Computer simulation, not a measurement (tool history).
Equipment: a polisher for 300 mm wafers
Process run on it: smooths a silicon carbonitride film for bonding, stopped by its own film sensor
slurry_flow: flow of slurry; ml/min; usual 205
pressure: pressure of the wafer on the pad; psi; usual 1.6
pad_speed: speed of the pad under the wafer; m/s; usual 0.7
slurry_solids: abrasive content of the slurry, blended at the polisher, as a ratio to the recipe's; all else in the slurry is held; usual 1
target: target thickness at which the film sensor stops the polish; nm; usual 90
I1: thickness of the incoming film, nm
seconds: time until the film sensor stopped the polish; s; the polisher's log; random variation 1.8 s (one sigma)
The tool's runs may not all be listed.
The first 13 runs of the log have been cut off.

run 14 hour=235.9 | slurry_flow=205 pressure=1.6 pad_speed=0.62 slurry_solids=1 target=90 | I1=108.8 | seconds=126.9
-- hour=241.6 slurry nozzle cleaned
run 15 hour=249.3 | slurry_flow=205 pressure=1.6 pad_speed=0.7 slurry_solids=1 target=90 | I1=110.4 | seconds=126.1
run 16 hour=256.6 | slurry_flow=235 pressure=1.6 pad_speed=0.7 slurry_solids=1 target=90 | I1=110.1 | seconds=123.6
run 17 hour=263.1 | slurry_flow=205 pressure=1.4 pad_speed=0.7 slurry_solids=1 target=90 | I1=108.8 | seconds=130.9
-- hour=300.9 worn pad replaced by a new one
run 18 hour=301.4 | slurry_flow=170 pressure=1.6 pad_speed=0.58 slurry_solids=1 target=90 | I1=109.8 | seconds=148.6
run 19 hour=309.6 | slurry_flow=205 pressure=1.2 pad_speed=0.6 slurry_solids=0.9 target=90 | I1=112.3 | seconds=217
run 20 hour=318.6 | slurry_flow=205 pressure=1.6 pad_speed=0.7 slurry_solids=1 target=90 | I1=112.4 | seconds=142
-- hour=327.8 slurry blender recalibrated
run 21 hour=336 | slurry_flow=205 pressure=1.3 pad_speed=0.7 slurry_solids=1.2 target=97 | I1=109.8 | seconds=87.5
run 22 hour=347.8 | slurry_flow=240 pressure=1.6 pad_speed=0.7 slurry_solids=1 target=90 | I1=109.5 | seconds=121.6
run 23 hour=359.9 | slurry_flow=140 pressure=1.1 pad_speed=0.7 slurry_solids=1 target=90 | I1=110.8 | seconds=202
run 24 hour=377.3 | slurry_flow=270 pressure=1.3 pad_speed=0.88 slurry_solids=1 target=90 | I1=109.2 | seconds=118.2
run 25 hour=393.2 | slurry_flow=205 pressure=1.6 pad_speed=0.52 slurry_solids=1 target=90 | I1=109.4 | seconds=155.8
run 26 hour=410.8 | slurry_flow=205 pressure=1.2 pad_speed=0.7 slurry_solids=1.2 target=90 | I1=110.2 | seconds=156.3
run 27 hour=417.7 | slurry_flow=205 pressure=1.6 pad_speed=0.7 slurry_solids=1 target=90 | I1=110.9 | seconds=133
run 28 hour=430.4 | slurry_flow=175 pressure=1.6 pad_speed=0.7 slurry_solids=1 target=90 | I1=109.6 | seconds=126.9
run 29 hour=441.6 | slurry_flow=185 pressure=1.2 pad_speed=0.7 slurry_solids=1.15 target=86 | I1=109 | seconds=181.8
run 30 hour=452.1 | slurry_flow=170 pressure=1.6 pad_speed=0.9 slurry_solids=1.2 target=84 | I1=111.1 | seconds=135.2

4 options for the next run, each taken on its own from the tool as it stands now. Forecast them:
run A hour=452.6 | slurry_flow=205 pressure=1.6 pad_speed=0.7 slurry_solids=1 target=90 | I1=108.4 | seconds=?
run B hour=452.6 | slurry_flow=205 pressure=1.6 pad_speed=0.5 slurry_solids=1 target=90 | I1=108.4 | seconds=?
run C hour=452.6 | slurry_flow=205 pressure=2.2 pad_speed=0.52 slurry_solids=1.25 target=90 | I1=108.4 | seconds=?
run D hour=452.6 | slurry_flow=170 pressure=1.6 pad_speed=0.7 slurry_solids=0.85 target=90 | I1=108.4 | seconds=?

run=A seconds=116.4
run=B seconds=152.3
run=C seconds=97.1
run=D seconds=130.2
With the hidden condition removed and each run's random variation left untouched, the same runs would have given:
run=A seconds=108.1
run=B seconds=141.5
run=C seconds=90.2
run=D seconds=120.9
